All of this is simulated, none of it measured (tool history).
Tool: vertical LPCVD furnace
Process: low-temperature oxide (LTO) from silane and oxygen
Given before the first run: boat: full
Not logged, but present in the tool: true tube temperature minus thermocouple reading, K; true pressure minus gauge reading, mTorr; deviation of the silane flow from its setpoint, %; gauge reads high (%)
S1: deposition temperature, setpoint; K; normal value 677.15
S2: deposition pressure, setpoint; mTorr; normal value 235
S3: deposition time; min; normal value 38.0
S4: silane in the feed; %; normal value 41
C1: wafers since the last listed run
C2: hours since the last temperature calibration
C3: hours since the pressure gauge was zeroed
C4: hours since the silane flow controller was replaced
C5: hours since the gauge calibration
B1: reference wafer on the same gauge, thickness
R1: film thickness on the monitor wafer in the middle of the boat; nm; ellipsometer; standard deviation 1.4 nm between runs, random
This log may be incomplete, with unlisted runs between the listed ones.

run 1 hour=0.0 | S1=677.15 S2=235 S3=38.0 S4=41 | C1=0 C2=1523.2 C3=782.0 C4=2892.4 C5=295.8 | B1=422.09 | R1=439.95
run 2 hour=48.7 | S1=677.15 S2=235 S3=38.0 S4=41 | C1=606 C2=1571.9 C3=830.7 C4=2941.1 C5=344.5 | B1=421.81 | R1=438.42
run 3 hour=85.3 | S1=677.15 S2=235 S3=38.0 S4=41 | C1=455 C2=1608.5 C3=867.3 C4=2977.7 C5=381.1 | B1=422.06 | R1=437.24
run 4 hour=128.6 | S1=677.15 S2=235 S3=28.5 S4=36 | C1=539 C2=1651.8 C3=910.6 C4=3021.0 C5=424.4 | B1=421.84 | R1=281.62
run 5 hour=165.3 | S1=677.15 S2=235 S3=28.5 S4=36 | C1=456 C2=1688.5 C3=947.3 C4=3057.7 C5=461.1 | B1=422.10 | R1=282.00
run 6 hour=222.5 | S1=677.15 S2=235 S3=38.0 S4=41 | C1=712 C2=1745.7 C3=1004.5 C4=3114.9 C5=518.3 | B1=421.83 | R1=440.70
run 7 hour=250.6 | S1=677.15 S2=235 S3=38.0 S4=41 | C1=349 C2=1773.8 C3=1032.6 C4=3143.0 C5=546.4 | B1=422.40 | R1=441.23
run 8 hour=274.8 | S1=677.15 S2=235 S3=38.0 S4=41 | C1=301 C2=1798.0 C3=1056.8 C4=3167.2 C5=570.6 | B1=422.07 | R1=442.24
run 9 hour=311.2 | S1=677.15 S2=235 S3=38.0 S4=41 | C1=453 C2=1834.4 C3=1093.2 C4=3203.6 C5=607.0 | B1=422.16 | R1=440.40
run 10 hour=373.9 | S1=668.15 S2=235 S3=38.0 S4=41 | C1=780 C2=1897.1 C3=1155.9 C4=3266.3 C5=669.7 | B1=421.94 | R1=402.22
-- hour=375.5 gauge calibrated
run 11 hour=403.1 | S1=677.15 S2=235 S3=38.0 S4=41 | C1=363 C2=1926.3 C3=1185.1 C4=3295.5 C5=27.6 | B1=422.12 | R1=440.52
-- hour=459.1 silane flow controller replaced
run 12 hour=459.6 | S1=681.15 S2=235 S3=38.0 S4=48 | C1=404 C2=1982.8 C3=1241.6 C4=0.5 C5=84.1 | B1=421.99 | R1=537.89
-- hour=515.4 thermocouples replaced and temperature profile calibrated
-- hour=532.5 pressure gauge zeroed
run 13 hour=603.6 | S1=669.15 S2=235 S3=38.0 S4=33 | C1=1281 C2=88.2 C3=71.1 C4=144.5 C5=228.1 | B1=421.83 | R1=305.53
run 14 hour=637.6 | S1=677.15 S2=235 S3=46.5 S4=41 | C1=423 C2=122.2 C3=105.1 C4=178.5 C5=262.1 | B1=422.14 | R1=541.68
run 15 hour=673.9 | S1=677.15 S2=235 S3=38.0 S4=41 | C1=451 C2=158.5 C3=141.4 C4=214.8 C5=298.4 | B1=422.00 | R1=442.46
run 16 hour=741.5 | S1=677.15 S2=195 S3=38.0 S4=37 | C1=841 C2=226.1 C3=209.0 C4=282.4 C5=366.0 | B1=421.95 | R1=318.61
run 17 hour=768.8 | S1=686.15 S2=235 S3=38.0 S4=41 | C1=339 C2=253.4 C3=236.3 C4=309.7 C5=393.3 | B1=422.11 | R1=481.89
run 18 hour=813.8 | S1=677.15 S2=235 S3=38.0 S4=41 | C1=560 C2=298.4 C3=281.3 C4=354.7 C5=438.3 | B1=422.08 | R1=433.54

Hidden state, per run?
deviation of the silane flow from its setpoint, %: 0, the same for each run
gauge reads high (%): 0, the same for each run
H1: true tube temperature minus thermocouple reading, K
H2: true pressure minus gauge reading, mTorr
run=1 H1=2.25 H2=-10.1
run=2 H1=2.37 H2=-10.4
run=3 H1=2.46 H2=-10.6
run=4 H1=2.57 H2=-10.7
run=5 H1=2.67 H2=-10.9
run=6 H1=2.83 H2=-11.1
run=7 H1=2.91 H2=-11.2
run=8 H1=2.97 H2=-11.3
run=9 H1=3.08 H2=-11.4
run=10 H1=3.27 H2=-11.5
run=11 H1=3.35 H2=-11.6
run=12 H1=3.53 H2=-11.7
run=13 H1=0.179 H2=-3.34
run=14 H1=0.185 H2=-4.04
run=15 H1=0.193 H2=-4.73
run=16 H1=0.214 H2=-5.89
run=17 H1=0.224 H2=-6.32
run=18 H1=0.244 H2=-6.97
